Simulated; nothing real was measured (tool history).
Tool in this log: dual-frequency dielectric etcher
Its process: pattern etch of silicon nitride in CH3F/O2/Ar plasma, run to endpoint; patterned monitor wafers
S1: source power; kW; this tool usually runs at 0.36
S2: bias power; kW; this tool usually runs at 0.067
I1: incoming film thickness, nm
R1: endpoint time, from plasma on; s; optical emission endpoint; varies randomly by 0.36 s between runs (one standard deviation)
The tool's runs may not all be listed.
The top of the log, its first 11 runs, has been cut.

Run 12, hour 161.3: usual settings but S1 0.4 kW; I1 46.96. Result: R1 65.9 s.
Run 13, hour 174.9: usual settings but S1 0.4 kW; I1 47.02. Result: R1 65.8 s.
Run 14, hour 185.5: usual settings but S1 0.29 kW, S2 0.074 kW; I1 47.06. Result: R1 74.8 s.
Run 15, hour 224.5: usual settings; I1 46.57. Result: R1 68.6 s.
Run 16, hour 231.6: usual settings but S1 0.27 kW, S2 0.072 kW; I1 46.99. Result: R1 78.1 s.
Run 17, hour 239.8: usual settings but S1 0.3 kW, S2 0.074 kW; I1 46.86. Result: R1 72.7 s.
At hour 270.7: upper electrode replaced.
Run 18, hour 271.2: usual settings; I1 46.72. Result: R1 69.1 s.
Run 19, hour 271.6: usual settings but S1 0.29 kW, S2 0.075 kW; I1 46.66. Result: R1 73.6 s.
Run 20, hour 288.6: usual settings but S1 0.3 kW, S2 0.054 kW; I1 47.3. Result: R1 82.4 s.
Run 21, hour 303: usual settings but S1 0.38 kW, S2 0.061 kW; I1 47.03. Result: R1 69.9 s.
Run 22, hour 314.7: usual settings but S1 0.27 kW; I1 47.13. Result: R1 80.7 s.
Run 23, hour 324.4: usual settings but S1 0.33 kW, S2 0.079 kW; I1 47.73. Result: R1 69.5 s.
At hour 347.4: bias power generator calibrated.
At hour 348.7: wet clean of the chamber.
Run 24, hour 349.2: usual settings; I1 46.82. Result: R1 68.7 s.
Run 25, hour 351.9: usual settings but S1 0.32 kW, S2 0.077 kW; I1 46.99. Result: R1 69.9 s.
Run 26, hour 360.8: usual settings; I1 47.02. Result: R1 69.2 s.
Run 27, hour 374.7: usual settings but S1 0.29 kW; I1 47.69. Result: R1 78.8 s.
Run 28, hour 392.4: usual settings but S1 0.28 kW; I1 47.21. Result: R1 78.5 s.
Run 29, hour 410.3: usual settings but S1 0.28 kW, S2 0.084 kW; I1 47.14. Result: R1 73.2 s.
Run 30, hour 418.4: usual settings but S1 0.39 kW; I1 47. Result: R1 66.6 s.
Run 31, hour 434.7: usual settings but S1 0.4 kW; I1 47.35. Result: R1 65.9 s.
Run 32, hour 443: usual settings but S1 0.29 kW, S2 0.077 kW; I1 47.08. Result: R1 74.7 s.
Run 33, hour 457: usual settings but S1 0.31 kW, S2 0.06 kW; I1 47.38. Result: R1 77.9 s.
Run 34, hour 465.3: usual settings but S1 0.38 kW, S2 0.059 kW; I1 46.95. Result: R1 70.2 s.
Run 35, hour 477.4: usual settings but S2 0.073 kW; I1 47.12. Result: R1 67.3 s.
Run 36, hour 490.7: usual settings but S1 0.38 kW; I1 46.84. Result: R1 67.3 s.

3 ways to go on from here, each from the tool as it stands after run 36. What would each give?
Run A, hour 491.1: usual settings but S1 0.41 kW; I1 46.79. Result: R1 ?.
Run B, hour 491.1: usual settings but S2 0.078 kW; I1 46.79. Result: R1 ?.
Run C, hour 491.1: usual settings but S1 0.28 kW, S2 0.081 kW; I1 46.79. Result: R1 ?.

run    R1
  A  64.7
  B  65.6
  C  73.4
The same runs, with their run-to-run variation unchanged, on a tool lacking any hidden condition would have given:
run    R1
  A  64.7
  B  65.6
  C  73.4
